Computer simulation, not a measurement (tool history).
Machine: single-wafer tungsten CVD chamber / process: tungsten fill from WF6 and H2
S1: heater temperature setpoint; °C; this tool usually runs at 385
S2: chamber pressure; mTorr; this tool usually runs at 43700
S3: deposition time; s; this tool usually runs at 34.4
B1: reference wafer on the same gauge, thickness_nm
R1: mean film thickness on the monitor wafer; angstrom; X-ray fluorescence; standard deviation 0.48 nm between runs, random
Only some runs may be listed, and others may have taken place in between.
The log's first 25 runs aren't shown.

run 26 hour=2205.4 | S1=380 S2=47100 S3=31 | B1=86.061 | R1=782.58
run 27 hour=2453 | S1=385 S2=43700 S3=34.4 | B1=86.02 | R1=911.46
run 28 hour=2505.1 | S1=385 S2=43700 S3=40.5 | B1=85.687 | R1=1085.13
run 29 hour=2561.9 | S1=385 S2=43700 S3=34.4 | B1=85.818 | R1=913.19
run 30 hour=2614.1 | S1=373 S2=43700 S3=34.4 | B1=85.753 | R1=702.2
run 31 hour=2710 | S1=385 S2=38500 S3=31.4 | B1=85.999 | R1=746.62
run 32 hour=2811.2 | S1=400 S2=52500 S3=29.3 | B1=85.484 | R1=1189.8
run 33 hour=2900.2 | S1=385 S2=35000 S3=32.6 | B1=85.497 | R1=715.46
-- hour=2914.2 capacitance manometer re-zeroed and calibrated
run 34 hour=2965.5 | S1=385 S2=43700 S3=34.4 | B1=85.666 | R1=906.57

Consider 4 possible next runs. They are alternatives, not a sequence: every one starts from the tool as it was left by run 34. What does each give?
run A hour=2965.9 | S1=385 S2=40300 S3=34.4 | B1=? | R1=?
run B hour=2965.9 | S1=391 S2=43700 S3=34.4 | B1=? | R1=?
run C hour=2965.9 | S1=397 S2=34300 S3=30.1 | B1=? | R1=?
run D hour=2965.9 | S1=390 S2=49100 S3=29.8 | B1=? | R1=?

run=A B1=85.741 R1=848.45
run=B B1=85.741 R1=1024.59
run=C B1=85.741 R1=825.77
run=D B1=85.741 R1=944.82
With the hidden condition removed and each run's random variation left untouched, the same runs would have given:
run=A R1=889.35
run=B R1=1073.98
run=C R1=865.58
run=D R1=990.37
